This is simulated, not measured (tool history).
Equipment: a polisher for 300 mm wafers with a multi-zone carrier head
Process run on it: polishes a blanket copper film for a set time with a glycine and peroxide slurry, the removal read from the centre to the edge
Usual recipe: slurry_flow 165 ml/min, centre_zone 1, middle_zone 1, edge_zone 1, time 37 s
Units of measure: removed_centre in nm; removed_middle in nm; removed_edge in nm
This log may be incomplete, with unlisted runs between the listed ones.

run	hour	slurry_flow	centre_zone	middle_zone	edge_zone	time	incoming thickness of the incoming film, nm	removed_centre	removed_middle	removed_edge
1	0	220	1	1	1	28	2146.1	253	272.3	262
# hour 47.8: carrier head's membrane replaced by a new one
2	48.3	125	1	1.11	1.06	37	2079.7	304.4	357.7	337.7
# hour 68.5: worn pad replaced by a new one
# hour 89.1: slurry nozzle cleaned
3	110.4	165	1	1	0.89	25	2105.8	213.9	236.4	225.9
4	261.7	220	1	1	0.92	37	2082.5	326.4	362.7	339.4
5	366.5	165	1	1	1.11	37	2128.9	308.8	347.4	369.3
# hour 383.6: centre zone pressure recalibrated
6	464.4	165	0.97	1.03	1	37	2118.8	322.5	356.7	349.4
7	551.5	165	1	0.93	1	37	2103.4	328.5	325.7	349.8
8	610.7	165	1	1	1.07	33	2113.6	293.9	310.9	313.5
9	680.9	220	0.9	1	1	45	2085.9	381.7	443.8	432.4
# hour 689.7: worn pad replaced by a new one, of another model than before
10	750.4	105	0.91	1	1	49	2098.1	366.3	437.4	452.7
# hour 767.1: slurry nozzle cleaned
11	800	165	1	1	1	37	2107.8	326.2	340	344.8
# hour 960.1: centre zone pressure recalibrated
# hour 986.2: edge zone pressure recalibrated
12	1028.8	185	1.06	1.07	1	37	2095.6	359.4	365.7	339
13	1122.2	120	1	1	0.89	37	2072.4	306.8	340.5	319.4
14	1188.4	220	1.09	0.91	1	37	2132.8	367.4	332.7	352.5
# hour 1243.6: worn pad replaced by a new one
15	1246	165	1	1	1	24	2087.3	213.9	223.2	219
16	1323.2	165	1	1	1	37	2119	319.4	355.2	342.7
17	1390.2	210	0.96	1	1	37	2126.8	316.5	358.5	348
# hour 1420.9: slurry nozzle cleaned
18	1451.6	165	0.91	1	0.92	32	2139	250.5	303	280.8
19	1522.2	165	1.08	1	1	42	2074.4	394.1	397.3	395.3
20	1630.1	165	1	0.92	1	24	2090.4	206.2	210.3	224
# hour 1645.2: centre zone pressure recalibrated
21	1669.1	165	1	1	1	37	2136.7	328	346.8	345.2

What if the next run were any one of these 5? Each begins from the tool's condition after run 21:
A	1669.5	165	1	1.03	1	37	2103.9	?	?	?
B	1669.5	165	0.95	1	1.08	37	2103.9	?	?	?
C	1669.5	165	1	1	1.06	37	2103.9	?	?	?
D	1669.5	165	1.05	1	0.92	27	2103.9	?	?	?
E	1669.5	165	1.11	1	1	37	2103.9	?	?	?

run	removed_centre	removed_middle	removed_edge
A	325	350.6	343.4
B	308.5	342.4	356.8
C	324.9	342.3	353.5
D	249	249.8	241
E	360.9	342.2	343.6
Take away the tool's hidden state, keep each run's random variation, and the runs would have read:
run	removed_centre	removed_middle	removed_edge
A	325	350.6	343.4
B	308.6	342.4	356.8
C	324.9	342.3	353.5
D	249.1	249.8	241
E	360.9	342.2	343.6

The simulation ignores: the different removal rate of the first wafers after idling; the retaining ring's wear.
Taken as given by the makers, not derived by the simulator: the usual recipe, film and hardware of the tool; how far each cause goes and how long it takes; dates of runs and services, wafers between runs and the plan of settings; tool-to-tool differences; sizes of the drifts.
